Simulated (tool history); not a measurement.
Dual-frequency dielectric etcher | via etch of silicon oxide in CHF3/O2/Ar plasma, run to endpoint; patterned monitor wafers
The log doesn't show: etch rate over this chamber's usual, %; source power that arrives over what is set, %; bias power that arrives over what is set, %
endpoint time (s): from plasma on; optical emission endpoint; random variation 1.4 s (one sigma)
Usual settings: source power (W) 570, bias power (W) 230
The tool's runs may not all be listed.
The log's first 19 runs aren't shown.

run   hour  source power (W)  bias power (W)  wafers since the last listed run  hours since the last wet clean  hours since the last source power generator calibration  hours since the last bias power generator calibration  hours since the last upper electrode change  incoming incoming film thickness, nm  endpoint time (s)
 20  247.0               470             179                                57                            57.8                                                    121.1                                                   30.2                                        152.3                                 520.7              255.9
 21  263.6               460             286                                73                            74.4                                                    137.7                                                   46.8                                        168.9                                 521.2              233.8
 22  280.1               440             174                                73                            90.9                                                    154.2                                                   63.3                                        185.4                                 522.6              261.5
 23  287.4               670             181                                32                            98.2                                                    161.5                                                   70.6                                        192.7                                 520.9              221.3
 24  305.1               570             206                                78                           115.9                                                    179.2                                                   88.3                                        210.4                                 523.5              229.4
 25  319.2               570             230                                62                           130.0                                                    193.3                                                  102.4                                        224.5                                 525.4              225.1
 26  329.1               490             249                                43                           139.9                                                    203.2                                                  112.3                                        234.4                                 522.8              235.8
 27  342.2               660             283                                57                           153.0                                                    216.3                                                  125.4                                        247.5                                 522.9              203.4
 28  394.0               570             257                               229                           204.8                                                    268.1                                                  177.2                                        299.3                                 521.5              217.7
 29  408.7               640             213                                65                           219.5                                                    282.8                                                  191.9                                        314.0                                 518.4              214.2
 30  426.3               570             230                                77                           237.1                                                    300.4                                                  209.5                                        331.6                                 521.6              222.9
 31  434.6               470             211                                36                           245.4                                                    308.7                                                  217.8                                        339.9                                 521.4              244.2
 32  444.6               570             230                                44                           255.4                                                    318.7                                                  227.8                                        349.9                                 515.9              219.7
 33  465.1               500             175                                90                           275.9                                                    339.2                                                  248.3                                        370.4                                 522.0              246.4
 34  476.3               570             230                                49                           287.1                                                    350.4                                                  259.5                                        381.6                                 523.4              222.1

5 ways to go on from here, each from the tool as it stands after run 34. What would each give?
  A  476.8               570             189                                 2                           287.6                                                    350.9                                                  260.0                                        382.1                                 519.0                  ?
  B  476.8               700             213                                 2                           287.6                                                    350.9                                                  260.0                                        382.1                                 519.0                  ?
  C  476.8               450             274                                 2                           287.6                                                    350.9                                                  260.0                                        382.1                                 519.0                  ?
  D  476.8               500             230                                 2                           287.6                                                    350.9                                                  260.0                                        382.1                                 519.0                  ?
  E  476.8               570             279                                 2                           287.6                                                    350.9                                                  260.0                                        382.1                                 519.0                  ?

run  endpoint time (s)
  A              231.1
  B              208.0
  C              233.8
  D              233.6
  E              212.2
Without the tool's hidden state the same runs would have given:
run  endpoint time (s)
  A              235.2
  B              211.7
  C              237.9
  D              237.7
  E              216.0
